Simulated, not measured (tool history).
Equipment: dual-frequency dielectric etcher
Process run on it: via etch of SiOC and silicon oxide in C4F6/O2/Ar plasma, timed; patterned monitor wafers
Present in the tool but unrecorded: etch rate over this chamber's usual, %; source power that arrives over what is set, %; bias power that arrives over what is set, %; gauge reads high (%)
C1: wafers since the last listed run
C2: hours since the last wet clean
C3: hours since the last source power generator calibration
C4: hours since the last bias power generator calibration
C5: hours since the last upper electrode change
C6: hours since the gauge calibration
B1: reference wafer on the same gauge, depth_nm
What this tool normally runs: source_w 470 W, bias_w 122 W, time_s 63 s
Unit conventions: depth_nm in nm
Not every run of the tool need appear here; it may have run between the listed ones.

run 1 day=0 | source_w=470 bias_w=122 time_s=63 | C1=0 C2=261.4 C3=2280.6 C4=2975.4 C5=3154 C6=559 | B1=69.5 | depth_nm=64.5
-- day=0.204 gauge calibrated
run 2 day=1.046 | source_w=370 bias_w=122 time_s=63 | C1=328 C2=286.5 C3=2305.7 C4=3000.5 C5=3179.1 C6=20.2 | B1=69.5 | depth_nm=54.5
-- day=2.762 wet clean of the chamber
run 3 day=2.783 | source_w=470 bias_w=122 time_s=48 | C1=231 C2=0.5 C3=2347.4 C4=3042.2 C5=3220.8 C6=61.9 | B1=69.5 | depth_nm=49.6
run 4 day=3.321 | source_w=470 bias_w=122 time_s=48 | C1=168 C2=13.4 C3=2360.3 C4=3055.1 C5=3233.7 C6=74.8 | B1=69.5 | depth_nm=49.6
run 5 day=4.071 | source_w=470 bias_w=122 time_s=48 | C1=235 C2=31.4 C3=2378.3 C4=3073.1 C5=3251.7 C6=92.8 | B1=69.5 | depth_nm=49.3
run 6 day=4.704 | source_w=470 bias_w=113 time_s=63 | C1=199 C2=46.6 C3=2393.5 C4=3088.3 C5=3266.9 C6=108 | B1=69.5 | depth_nm=64
run 7 day=5.45 | source_w=470 bias_w=122 time_s=73 | C1=234 C2=64.5 C3=2411.4 C4=3106.2 C5=3284.8 C6=125.9 | B1=69.5 | depth_nm=75.1
run 8 day=6.4 | source_w=470 bias_w=122 time_s=73 | C1=298 C2=87.3 C3=2434.2 C4=3129 C5=3307.6 C6=148.7 | B1=69.5 | depth_nm=74.9
run 9 day=7.596 | source_w=450 bias_w=122 time_s=63 | C1=375 C2=116 C3=2462.9 C4=3157.7 C5=3336.3 C6=177.4 | B1=69.5 | depth_nm=62.7
run 10 day=8.504 | source_w=450 bias_w=122 time_s=63 | C1=285 C2=137.8 C3=2484.7 C4=3179.5 C5=3358.1 C6=199.2 | B1=69.5 | depth_nm=62.4
run 11 day=9.029 | source_w=450 bias_w=122 time_s=63 | C1=164 C2=150.4 C3=2497.3 C4=3192.1 C5=3370.7 C6=211.8 | B1=69.5 | depth_nm=62.6
run 12 day=10.196 | source_w=540 bias_w=122 time_s=63 | C1=366 C2=178.4 C3=2525.3 C4=3220.1 C5=3398.7 C6=239.8 | B1=69.5 | depth_nm=69.9
run 13 day=11.238 | source_w=540 bias_w=122 time_s=63 | C1=327 C2=203.4 C3=2550.3 C4=3245.1 C5=3423.7 C6=264.8 | B1=69.5 | depth_nm=69.8
-- day=13.196 bias power generator calibrated
-- day=13.346 upper electrode replaced
run 14 day=13.367 | source_w=380 bias_w=122 time_s=63 | C1=569 C2=254.5 C3=2601.4 C4=4.1 C5=0.5 C6=315.9 | B1=69.5 | depth_nm=55.1
run 15 day=13.858 | source_w=470 bias_w=122 time_s=53 | C1=154 C2=266.3 C3=2613.2 C4=15.9 C5=12.3 C6=327.7 | B1=69.5 | depth_nm=53.5
run 16 day=14.375 | source_w=560 bias_w=142 time_s=45 | C1=162 C2=278.7 C3=2625.6 C4=28.3 C5=24.7 C6=340.1 | B1=69.5 | depth_nm=52.3
-- day=16.083 wet clean of the chamber
run 17 day=17.442 | source_w=420 bias_w=122 time_s=58 | C1=649 C2=32.6 C3=2699.2 C4=101.9 C5=98.3 C6=413.7 | B1=69.5 | depth_nm=55
-- day=17.95 source power generator calibrated
run 18 day=18.042 | source_w=470 bias_w=122 time_s=63 | C1=136 C2=47 C3=2.2 C4=116.3 C5=112.7 C6=428.1 | B1=69.5 | depth_nm=66.5
run 19 day=19.275 | source_w=350 bias_w=133 time_s=77 | C1=387 C2=76.6 C3=31.8 C4=145.9 C5=142.3 C6=457.7 | B1=69.5 | depth_nm=67.2
run 20 day=20.767 | source_w=470 bias_w=105 time_s=63 | C1=468 C2=112.4 C3=67.6 C4=181.7 C5=178.1 C6=493.5 | B1=69.5 | depth_nm=64.4
-- day=21.408 gauge calibrated
run 21 day=21.55 | source_w=470 bias_w=122 time_s=63 | C1=246 C2=131.2 C3=86.4 C4=200.5 C5=196.9 C6=3.4 | B1=69.5 | depth_nm=66.2
run 22 day=22.725 | source_w=530 bias_w=144 time_s=68 | C1=369 C2=159.4 C3=114.6 C4=228.7 C5=225.1 C6=31.6 | B1=69.5 | depth_nm=80
run 23 day=23.971 | source_w=410 bias_w=122 time_s=63 | C1=391 C2=189.3 C3=144.5 C4=258.6 C5=255 C6=61.5 | B1=69.5 | depth_nm=60.3
run 24 day=25.092 | source_w=470 bias_w=122 time_s=63 | C1=352 C2=216.2 C3=171.4 C4=285.5 C5=281.9 C6=88.4 | B1=69.5 | depth_nm=66
run 25 day=26.433 | source_w=450 bias_w=122 time_s=63 | C1=421 C2=248.4 C3=203.6 C4=317.7 C5=314.1 C6=120.6 | B1=69.5 | depth_nm=64.1
run 26 day=27.908 | source_w=390 bias_w=101 time_s=57 | C1=463 C2=283.8 C3=239 C4=353.1 C5=349.5 C6=156 | B1=69.5 | depth_nm=50.3
run 27 day=28.692 | source_w=540 bias_w=134 time_s=78 | C1=246 C2=302.6 C3=257.8 C4=371.9 C5=368.3 C6=174.8 | B1=69.5 | depth_nm=90.4
run 28 day=29.725 | source_w=470 bias_w=122 time_s=63 | C1=324 C2=327.4 C3=282.6 C4=396.7 C5=393.1 C6=199.6 | B1=69.5 | depth_nm=65.6
-- day=31.112 wet clean of the chamber
run 29 day=31.133 | source_w=470 bias_w=122 time_s=63 | C1=128 C2=0.5 C3=316.4 C4=430.5 C5=426.9 C6=233.4 | B1=69.5 | depth_nm=66.7

Measured minus without-hidden-state, run by run (identical run-to-run variation in each term; gauge scatter may differ):
run=1 depth_nm=-2.2
run=2 depth_nm=-1.9
run=3 depth_nm=-1.2
run=4 depth_nm=-1.2
run=5 depth_nm=-1.3
run=6 depth_nm=-1.8
run=7 depth_nm=-2.1
run=8 depth_nm=-2.3
run=9 depth_nm=-2
run=10 depth_nm=-2.1
run=11 depth_nm=-2.1
run=12 depth_nm=-2.6
run=13 depth_nm=-2.7
run=14 depth_nm=-2.4
run=15 depth_nm=-2.3
run=16 depth_nm=-2.3
run=17 depth_nm=-1.9
run=18 depth_nm=-0.1
run=19 depth_nm=-0.2
run=20 depth_nm=-0.2
run=21 depth_nm=-0.3
run=22 depth_nm=-0.6
run=23 depth_nm=-0.4
run=24 depth_nm=-0.6
run=25 depth_nm=-0.7
run=26 depth_nm=-0.6
run=27 depth_nm=-1.3
run=28 depth_nm=-1
run=29 depth_nm=+0.1
